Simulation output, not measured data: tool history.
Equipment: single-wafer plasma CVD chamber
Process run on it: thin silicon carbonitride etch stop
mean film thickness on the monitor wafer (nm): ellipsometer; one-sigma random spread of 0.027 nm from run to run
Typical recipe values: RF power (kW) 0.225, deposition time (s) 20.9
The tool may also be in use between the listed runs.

run	day	RF power (kW)	deposition time (s)	read-back reference wafer on the same gauge, thickness_nm	mean film thickness on the monitor wafer (nm)
1	0	0.225	17.6	12.498	9.87
2	0.438	0.21	20.9	12.511	11.374
3	0.992	0.21	20.9	12.503	11.343
4	1.658	0.21	20.9	12.499	11.386
5	2.083	0.225	20.9	12.497	11.741
6	2.375	0.25	20.9	12.495	12.281
7	3.025	0.25	20.9	12.505	12.295
8	3.267	0.25	20.9	12.497	12.234
9	3.783	0.225	20.9	12.492	11.723
10	4.167	0.225	20.9	12.506	11.686
11	4.775	0.225	20.9	12.501	12.098
12	5.262	0.225	20.9	12.498	12.174
13	5.896	0.225	20.9	12.499	12.101
14	6.246	0.205	17.9	12.513	9.928
15	6.862	0.245	23.8	12.487	14.281
16	7.279	0.2	17.1	12.501	9.356
17	7.9	0.225	20.9	12.505	12.074
18	8.242	0.255	25.1	12.495	15.27
19	8.896	0.185	23.4	12.502	12.199
20	9.25	0.205	20.9	12.5	11.56
21	9.846	0.245	17.9	12.498	10.682
22	9.912	0.225	20.9	12.502	12.024
23	10.162	0.21	17.7	12.493	9.855
24	10.704	0.21	18.1	12.495	10.055
25	11.071	0.215	23.1	12.494	13.022
26	11.754	0.21	22.7	12.493	12.563
27	12.475	0.26	23.8	12.497	14.501
28	12.788	0.225	20.9	12.499	11.948
29	13.304	0.225	25.1	12.499	14.354
30	13.921	0.225	24	12.493	13.723
31	14.542	0.225	20.9	12.501	11.91
32	14.95	0.19	23.7	12.506	12.477
33	15.608	0.19	23.4	12.498	12.284
34	16.004	0.225	20.9	12.507	11.84
35	16.742	0.19	22.9	12.499	11.974

Between the runs listed above, the log contained 5 entries, not reproduced here. Where in the sequence does each belong, and how does what the log doesn't record of the tool's condition differ from the listed run before to the listed run after?
In the gap between runs 2 and 3: gauge calibrated (day 0.529)
  delivered RF power above the setpoint (%): -8.97 -> -8.99
  the result without the hidden state subtracted from the measured one, mean film thickness on the monitor wafer (nm): -0.513 -> -0.513
In the gap between runs 6 and 7: showerhead replaced (day 3.004)
  delivered RF power above the setpoint (%): -9.06 -> -9.08
  the result without the hidden state subtracted from the measured one, mean film thickness on the monitor wafer (nm): -0.561 -> -0.562
In the gap between runs 10 and 11: RF generator calibrated (day 4.504)
  delivered RF power above the setpoint (%): -9.13 -> -2.09
  the result without the hidden state subtracted from the measured one, mean film thickness on the monitor wafer (nm): -0.538 -> -0.118
In the gap between runs 20 and 21: thermocouple changed; heater temperature recalibrated (day 9.825)
  delivered RF power above the setpoint (%): -4.17 -> -4.4
  the result without the hidden state subtracted from the measured one, mean film thickness on the monitor wafer (nm): -0.23 -> -0.225
In the gap between runs 26 and 27: gauge calibrated (day 12.358)
  delivered RF power above the setpoint (%): -5.09 -> -5.33
  the result without the hidden state subtracted from the measured one, mean film thickness on the monitor wafer (nm): -0.309 -> -0.373
